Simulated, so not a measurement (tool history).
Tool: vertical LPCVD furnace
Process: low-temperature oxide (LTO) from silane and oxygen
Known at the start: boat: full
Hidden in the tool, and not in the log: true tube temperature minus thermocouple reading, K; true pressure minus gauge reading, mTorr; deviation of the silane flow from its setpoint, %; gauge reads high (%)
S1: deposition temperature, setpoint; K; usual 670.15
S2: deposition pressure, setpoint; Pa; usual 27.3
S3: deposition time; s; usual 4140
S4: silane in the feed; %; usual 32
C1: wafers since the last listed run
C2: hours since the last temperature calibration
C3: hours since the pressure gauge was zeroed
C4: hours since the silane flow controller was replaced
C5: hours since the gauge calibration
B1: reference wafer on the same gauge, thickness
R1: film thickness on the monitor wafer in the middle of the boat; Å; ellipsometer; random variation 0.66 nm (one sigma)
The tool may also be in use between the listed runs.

run	day	S1	S2	S3	S4	C1	C2	C3	C4	C5	B1	R1
1	0	670.15	27.3	4140	32	0	3742.5	2245.8	2427.4	117	437.04	4189.2
2	0.667	670.15	27.3	4140	32	194	3758.5	2261.8	2443.4	133	436.9	4175.7
3	1.783	670.15	27.3	4140	32	325	3785.3	2288.6	2470.2	159.8	436.97	4187.5
# day 2.558: gauge calibrated
# day 4: silane flow controller replaced
4	4.021	670.15	27.3	4140	32	360	3839	2342.3	0.5	35.1	437.02	4088.3
5	4.233	670.15	27.3	4140	32	61	3844.1	2347.4	5.6	40.2	437.04	4070.4
6	5.175	670.15	27.3	4140	32	274	3866.7	2370	28.2	62.8	437.1	4072.6
# day 6.592: pressure gauge zeroed
# day 6.638: thermocouples replaced and temperature profile calibrated
# day 6.658: silane flow controller replaced, repeated, since the last time left the tool worse
7	6.679	670.15	27.3	4140	32	126	1	2.1	0.5	98.9	437.05	4386.7
8	6.892	670.15	27.3	3690	28	61	6.1	7.2	5.6	104	436.97	3205
9	7.412	670.15	27.3	4140	32	151	18.6	19.7	18.1	116.5	436.92	4387.1
10	8.275	670.15	32	3450	32	251	39.3	40.4	38.8	137.2	437	4278.1
# day 8.925: gauge calibrated
11	9.283	664.15	22.7	5550	35	293	63.5	64.6	63	8.6	436.96	5147.1
12	9.904	662.15	27.3	4140	32	180	78.4	79.5	77.9	23.5	437.09	3975.4
13	11.017	670.15	27.3	4140	32	324	105.1	106.2	104.6	50.2	437.03	4360.2
14	12.279	676.15	21.3	2580	32	367	135.4	136.5	134.9	80.5	437.02	2266.4

3 ways to go on from here, each from the tool as it stands after run 14. What would each give?
A	12.496	670.15	27.3	4140	32	63	140.6	141.7	140.1	85.7	?	?
B	12.496	670.15	32.7	4140	32	63	140.6	141.7	140.1	85.7	?	?
C	12.496	666.15	25.3	5460	30	63	140.6	141.7	140.1	85.7	?	?

run	B1	R1
A	437.18	4359.2
B	437.18	5209.7
C	437.18	4619.9
Without the tool's hidden state the same runs would have given:
run	R1
A	4406.2
B	5265.9
C	4673.4

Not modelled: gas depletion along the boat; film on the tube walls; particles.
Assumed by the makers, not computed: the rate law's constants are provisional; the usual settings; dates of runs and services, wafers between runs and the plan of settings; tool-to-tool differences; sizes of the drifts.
